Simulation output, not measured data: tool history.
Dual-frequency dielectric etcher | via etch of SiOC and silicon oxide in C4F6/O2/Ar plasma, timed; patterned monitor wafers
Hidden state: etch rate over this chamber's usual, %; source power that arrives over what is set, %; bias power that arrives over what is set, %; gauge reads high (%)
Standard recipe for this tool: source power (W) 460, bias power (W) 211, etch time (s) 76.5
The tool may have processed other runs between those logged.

run,hour,source power (W),bias power (W),etch time (s),wafers since the last listed run,hours since the last wet clean,hours since the last source power generator calibration,hours since the last bias power generator calibration,hours since the last upper electrode change,hours since the gauge calibration,"read-back reference wafer on the same gauge, depth_nm",mean etch depth across the wafer (Å)
1,0.0,460,235,76.5,0,193.7,2084.2,2963.4,1706.2,888.1,91.2,969
2,38.4,460,224,76.5,537,232.1,2122.6,3001.8,1744.6,926.5,91.2,953
3,63.2,460,224,76.5,347,256.9,2147.4,3026.6,1769.4,951.3,91.2,950
4,131.2,460,211,88.5,952,324.9,2215.4,3094.6,1837.4,1019.3,91.2,1068
5,170.3,460,211,70.0,547,364.0,2254.5,3133.7,1876.5,1058.4,91.2,844
6,195.8,460,211,70.0,357,389.5,2280.0,3159.2,1902.0,1083.9,91.1,837
# hour 230.8: wet clean of the chamber
7,231.3,460,211,70.0,161,0.5,2315.5,3194.7,1937.5,1119.4,91.1,863
8,293.0,490,211,76.5,863,62.2,2377.2,3256.4,1999.2,1181.1,91.3,951
9,322.2,460,211,76.5,408,91.4,2406.4,3285.6,2028.4,1210.3,91.2,935
10,364.8,460,211,76.5,596,134.0,2449.0,3328.2,2071.0,1252.9,91.2,934
# hour 398.0: gauge calibrated
11,409.5,460,211,86.0,625,178.7,2493.7,3372.9,2115.7,11.5,91.2,1044
12,469.8,460,211,76.5,844,239.0,2554.0,3433.2,2176.0,71.8,91.2,928
# hour 673.3: wet clean of the chamber
13,674.5,460,211,76.5,2529,1.2,2758.7,3637.9,2380.7,276.5,91.2,955
# hour 729.1: bias power generator calibrated
14,734.0,460,211,76.5,777,60.7,2818.2,4.9,2440.2,336.0,91.3,945
15,780.6,400,237,76.5,652,107.3,2864.8,51.5,2486.8,382.6,91.2,953
16,809.5,520,166,62.5,404,136.2,2893.7,80.4,2515.7,411.5,91.2,724
17,872.6,570,160,97.0,883,199.3,2956.8,143.5,2578.8,474.6,91.3,1117
18,930.1,530,211,76.5,805,256.8,3014.3,201.0,2636.3,532.1,91.2,957
19,957.2,390,165,76.5,379,283.9,3041.4,228.1,2663.4,559.2,91.2,823
# hour 1082.9: source power generator calibrated
# hour 1089.6: wet clean of the chamber
20,1129.7,380,211,76.5,2265,40.1,46.8,400.6,2835.9,731.7,91.1,920
# hour 1213.9: upper electrode replaced
21,1214.4,460,211,76.5,849,124.8,131.5,485.3,0.5,816.4,91.1,943
22,1262.7,370,211,61.0,676,173.1,179.8,533.6,48.8,864.7,91.2,726
23,1327.1,380,244,94.5,901,237.5,244.2,598.0,113.2,929.1,91.0,1175
24,1394.1,380,211,60.5,938,304.5,311.2,665.0,180.2,996.1,91.2,712
# hour 1456.7: wet clean of the chamber
25,1457.2,380,192,76.5,547,0.5,374.3,728.1,243.3,1059.2,91.2,882
26,1504.5,460,250,76.5,662,47.8,421.6,775.4,290.6,1106.5,91.2,1003
27,1560.3,460,211,76.5,781,103.6,477.4,831.2,346.4,1162.3,91.2,944
28,1600.4,460,235,64.0,561,143.7,517.5,871.3,386.5,1202.4,91.2,820
29,1666.0,460,211,76.5,918,209.3,583.1,936.9,452.1,1268.0,91.3,936

Measured result minus the same run's result without the hidden state. Both carry the same run-to-run variation, though not necessarily the same gauge scatter:
run,mean etch depth across the wafer (Å)
1,-19
2,-21
3,-23
4,-33
5,-28
6,-30
7,-5
8,-10
9,-12
10,-15
11,-21
12,-24
13,-1
14,-5
15,-9
16,-8
17,-19
18,-21
19,-20
20,+3
21,-4
22,-6
23,-16
24,-14
25,+2
26,-1
27,-5
28,-8
29,-14

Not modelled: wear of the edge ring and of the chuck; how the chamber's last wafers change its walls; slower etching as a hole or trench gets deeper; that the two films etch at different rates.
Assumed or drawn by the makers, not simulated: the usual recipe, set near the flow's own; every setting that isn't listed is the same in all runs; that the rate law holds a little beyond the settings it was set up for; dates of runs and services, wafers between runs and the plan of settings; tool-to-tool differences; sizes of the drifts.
